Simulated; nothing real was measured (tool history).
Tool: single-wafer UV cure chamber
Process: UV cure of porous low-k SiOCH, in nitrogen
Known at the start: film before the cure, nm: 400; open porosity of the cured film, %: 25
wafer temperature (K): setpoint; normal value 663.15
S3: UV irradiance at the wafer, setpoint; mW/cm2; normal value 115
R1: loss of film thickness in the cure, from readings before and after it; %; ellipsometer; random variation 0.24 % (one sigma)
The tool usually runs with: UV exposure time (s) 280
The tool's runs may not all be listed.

Run 1, hour 0.0: usual settings. Result: R1 12.596 %.
Run 2, hour 90.5: usual settings. Result: R1 12.613 %.
Run 3, hour 183.4: usual settings. Result: R1 12.536 %.
At hour 192.9: UV bulbs replaced.
At hour 424.1: quartz window cleaned.
Run 4, hour 429.6: usual settings. Result: R1 13.465 %.
Run 5, hour 521.0: usual settings. Result: R1 13.048 %.
Run 6, hour 620.1: usual settings but wafer temperature (K) 647.15. Result: R1 12.853 %.
Run 7, hour 680.4: usual settings but S3 102 mW/cm2. Result: R1 12.556 %.
Run 8, hour 731.0: usual settings. Result: R1 12.718 %.
Run 9, hour 772.0: usual settings. Result: R1 13.101 %.
Run 10, hour 861.7: usual settings. Result: R1 12.524 %.
Run 11, hour 953.4: usual settings. Result: R1 12.756 %.
At hour 1195.2: quartz window cleaned.
Run 12, hour 1195.7: usual settings. Result: R1 12.535 %.
Run 13, hour 1250.3: usual settings but wafer temperature (K) 659.15. Result: R1 12.915 %.
Run 14, hour 1288.9: usual settings but wafer temperature (K) 659.15. Result: R1 12.718 %.
Run 15, hour 1358.9: usual settings but wafer temperature (K) 659.15. Result: R1 12.299 %.
Run 16, hour 1416.7: usual settings. Result: R1 13.064 %.
Run 17, hour 1520.5: usual settings. Result: R1 12.615 %.
Run 18, hour 1590.7: usual settings. Result: R1 12.608 %.
Run 19, hour 1683.9: usual settings. Result: R1 12.286 %.
At hour 1734.6: UV bulbs replaced.
Run 20, hour 1765.0: usual settings but S3 141 mW/cm2. Result: R1 12.357 %.
Run 21, hour 1833.7: usual settings. Result: R1 11.148 %.
At hour 1878.6: quartz window cleaned.
Run 22, hour 1928.1: usual settings. Result: R1 11.083 %.
Run 23, hour 1997.2: usual settings but S3 132 mW/cm2. Result: R1 11.942 %.
Run 24, hour 2054.7: usual settings but UV exposure time (s) 405, S3 77 mW/cm2. Result: R1 10.782 %.
Run 25, hour 2125.7: usual settings but S3 141 mW/cm2. Result: R1 12.127 %.
Run 26, hour 2177.0: usual settings but S3 132 mW/cm2. Result: R1 11.324 %.
Run 27, hour 2226.2: usual settings but UV exposure time (s) 170, S3 135 mW/cm2. Result: R1 9.535 %.
Run 28, hour 2285.2: usual settings but UV exposure time (s) 445, S3 87 mW/cm2. Result: R1 11.770 %.
At hour 2310.5: UV bulbs replaced, repeated, since the last time left the tool worse.
Run 29, hour 2323.7: usual settings but wafer temperature (K) 679.15, UV exposure time (s) 365, S3 155 mW/cm2. Result: R1 16.540 %.
Run 30, hour 2365.2: usual settings but S3 127 mW/cm2. Result: R1 13.487 %.
Run 31, hour 2435.6: usual settings. Result: R1 13.257 %.
Run 32, hour 2498.1: usual settings but S3 79 mW/cm2. Result: R1 11.664 %.
Run 33, hour 2586.7: usual settings but UV exposure time (s) 415, S3 131 mW/cm2. Result: R1 15.609 %.
At hour 2629.4: quartz window cleaned.
Run 34, hour 2641.3: usual settings but wafer temperature (K) 648.15, UV exposure time (s) 125. Result: R1 9.340 %.
Run 35, hour 2726.1: usual settings but wafer temperature (K) 681.15, UV exposure time (s) 140, S3 148 mW/cm2. Result: R1 11.385 %.
Run 36, hour 2801.3: usual settings but wafer temperature (K) 678.15, UV exposure time (s) 220, S3 152 mW/cm2. Result: R1 13.167 %.
Run 37, hour 2901.1: usual settings but wafer temperature (K) 682.15, S3 80 mW/cm2. Result: R1 11.346 %.
Run 38, hour 2937.3: usual settings but wafer temperature (K) 649.15, UV exposure time (s) 205. Result: R1 10.940 %.
Run 39, hour 3037.7: usual settings. Result: R1 12.610 %.
Run 40, hour 3076.1: usual settings but wafer temperature (K) 652.15. Result: R1 12.890 %.
Run 41, hour 3151.7: usual settings. Result: R1 12.932 %.
Run 42, hour 3188.2: usual settings but wafer temperature (K) 657.15. Result: R1 12.445 %.
Run 43, hour 3274.1: usual settings but wafer temperature (K) 655.15, UV exposure time (s) 340, S3 154 mW/cm2. Result: R1 15.452 %.
Run 44, hour 3361.3: usual settings but wafer temperature (K) 646.15, UV exposure time (s) 140, S3 102 mW/cm2. Result: R1 8.514 %.
Run 45, hour 3439.7: usual settings. Result: R1 12.740 %.
At hour 3472.8: quartz window cleaned.
Run 46, hour 3479.3: usual settings but wafer temperature (K) 657.15. Result: R1 12.311 %.

5 ways to go on from here, each from the tool as it stands after run 46. What would each give?
Run A, hour 3479.8: usual settings. Result: R1 ?.
Run B, hour 3479.8: usual settings but wafer temperature (K) 649.15, UV exposure time (s) 385. Result: R1 ?.
Run C, hour 3479.8: usual settings but wafer temperature (K) 643.15, UV exposure time (s) 365. Result: R1 ?.
Run D, hour 3479.8: usual settings but UV exposure time (s) 150. Result: R1 ?.
Run E, hour 3479.8: usual settings but wafer temperature (K) 645.15, UV exposure time (s) 145, S3 151 mW/cm2. Result: R1 ?.

run      R1
  A  12.786
  B  14.047
  C  13.667
  D   9.905
  E  10.651
Take away the tool's hidden state, keep each run's random variation, and the runs would have read:
run      R1
  A  13.631
  B  14.909
  C  14.524
  D  10.700
  E  11.458
